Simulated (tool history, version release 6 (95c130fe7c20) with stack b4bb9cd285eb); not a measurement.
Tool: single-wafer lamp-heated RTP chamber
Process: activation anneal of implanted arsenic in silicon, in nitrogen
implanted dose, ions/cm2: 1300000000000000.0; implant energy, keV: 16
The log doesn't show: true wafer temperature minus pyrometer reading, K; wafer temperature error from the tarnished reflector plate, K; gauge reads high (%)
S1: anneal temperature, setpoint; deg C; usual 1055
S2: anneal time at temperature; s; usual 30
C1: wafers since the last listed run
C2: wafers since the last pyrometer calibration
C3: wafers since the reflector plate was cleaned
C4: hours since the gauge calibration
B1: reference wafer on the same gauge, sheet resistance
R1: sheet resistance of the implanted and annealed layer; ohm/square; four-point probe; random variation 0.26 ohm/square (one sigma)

Run 1, day 0.000: usual settings; C1 0; C2 2463; C3 4512; C4 18.4; B1 107.08. Result: R1 98.37 ohm/square.
At day 0.371: reflector plate cleaned.
At day 1.917: pyrometer window cleaned and pyrometer calibrated.
Run 2, day 1.938: usual settings; C1 416; C2 7; C3 403; C4 64.9; B1 107.01. Result: R1 102.07 ohm/square.
Run 3, day 4.554: usual settings; C1 857; C2 864; C3 1261; C4 127.7; B1 107.02. Result: R1 99.96 ohm/square.
Run 4, day 5.912: usual settings but S1 1035 deg C; C1 444; C2 1309; C3 1705; C4 160.3; B1 106.91. Result: R1 105.69 ohm/square.
Run 5, day 8.121: usual settings but S1 1035 deg C; C1 723; C2 2032; C3 2429; C4 213.3; B1 107.06. Result: R1 105.14 ohm/square.
Run 6, day 10.196: usual settings but S1 1035 deg C; C1 679; C2 2712; C3 3108; C4 263.1; B1 107.15. Result: R1 104.50 ohm/square.
At day 13.196: pyrometer window cleaned and pyrometer calibrated.
At day 16.042: reflector plate cleaned.
Run 7, day 18.325: usual settings but S1 1073 deg C; C1 2444; C2 1570; C3 747; C4 458.2; B1 106.88. Result: R1 95.13 ohm/square.
Run 8, day 21.225: usual settings but S2 17 s; C1 949; C2 2520; C3 1697; C4 527.8; B1 106.92. Result: R1 106.58 ohm/square.
Run 9, day 22.950: usual settings but S2 17 s; C1 565; C2 3085; C3 2262; C4 569.2; B1 106.96. Result: R1 106.23 ohm/square.
At day 23.842: pyrometer window cleaned and pyrometer calibrated.
Run 10, day 25.121: usual settings; C1 601; C2 418; C3 2864; C4 621.3; B1 106.97. Result: R1 99.98 ohm/square.
Run 11, day 26.983: usual settings but S2 17 s; C1 610; C2 1028; C3 3474; C4 666.0; B1 107.00. Result: R1 106.82 ohm/square.
Run 12, day 29.450: usual settings but S1 1035 deg C, S2 37 s; C1 807; C2 1836; C3 4282; C4 725.2; B1 106.92. Result: R1 101.65 ohm/square.
At day 31.421: gauge calibrated.
At day 31.729: reflector plate cleaned.
Run 13, day 31.750: usual settings but S1 1033 deg C, S2 16 s; C1 644; C2 2480; C3 7; C4 7.9; B1 107.03. Result: R1 117.04 ohm/square.
Run 14, day 33.525: usual settings but S1 1075 deg C, S2 25 s; C1 581; C2 3062; C3 588; C4 50.5; B1 107.03. Result: R1 96.79 ohm/square.
At day 34.533: pyrometer window cleaned and pyrometer calibrated.
Run 15, day 35.267: usual settings but S1 1078 deg C, S2 39 s; C1 461; C2 240; C3 1050; C4 92.3; B1 107.07. Result: R1 91.90 ohm/square.
Run 16, day 37.588: usual settings but S1 1063 deg C, S2 40 s; C1 760; C2 1000; C3 1810; C4 148.0; B1 107.09. Result: R1 93.56 ohm/square.
Run 17, day 39.983: usual settings but S2 42 s; C1 784; C2 1785; C3 2595; C4 205.5; B1 106.99. Result: R1 94.49 ohm/square.
Run 18, day 42.908: usual settings but S1 1035 deg C, S2 18 s; C1 958; C2 2743; C3 3553; C4 275.7; B1 107.09. Result: R1 112.08 ohm/square.
Run 19, day 44.350: usual settings but S2 17 s; C1 472; C2 3215; C3 4025; C4 310.3; B1 107.00. Result: R1 105.82 ohm/square.
At day 45.204: pyrometer window cleaned and pyrometer calibrated.
Run 20, day 46.867: usual settings; C1 715; C2 544; C3 4740; C4 370.7; B1 106.97. Result: R1 99.69 ohm/square.
At day 49.725: reflector plate cleaned.
Run 21, day 52.729: usual settings but S1 1079 deg C, S2 35 s; C1 1811; C2 2355; C3 984; C4 511.4; B1 107.00. Result: R1 92.41 ohm/square.

5 ways to go on from here, each from the tool as it stands after run 21. What would each give?
Run A, day 52.746: usual settings; C1 5; C2 2360; C3 990; C4 511.8; B1 ?. Result: R1 ?.
Run B, day 52.746: usual settings but S1 1035 deg C, S2 16 s; C1 5; C2 2360; C3 990; C4 511.8; B1 ?. Result: R1 ?.
Run C, day 52.746: usual settings but S1 1025 deg C; C1 5; C2 2360; C3 990; C4 511.8; B1 ?. Result: R1 ?.
Run D, day 52.746: usual settings but S1 1034 deg C, S2 40 s; C1 5; C2 2360; C3 990; C4 511.8; B1 ?. Result: R1 ?.
Run E, day 52.746: usual settings but S1 1031 deg C, S2 21 s; C1 5; C2 2360; C3 990; C4 511.8; B1 ?. Result: R1 ?.

run      B1      R1
  A  107.08   99.06
  B  107.08  114.73
  C  107.08  108.49
  D  107.08  101.43
  E  107.08  111.90
Without the tool's hidden state the same runs would have given:
run      R1
  A  102.43
  B  119.42
  C  112.89
  D  105.04
  E  116.44

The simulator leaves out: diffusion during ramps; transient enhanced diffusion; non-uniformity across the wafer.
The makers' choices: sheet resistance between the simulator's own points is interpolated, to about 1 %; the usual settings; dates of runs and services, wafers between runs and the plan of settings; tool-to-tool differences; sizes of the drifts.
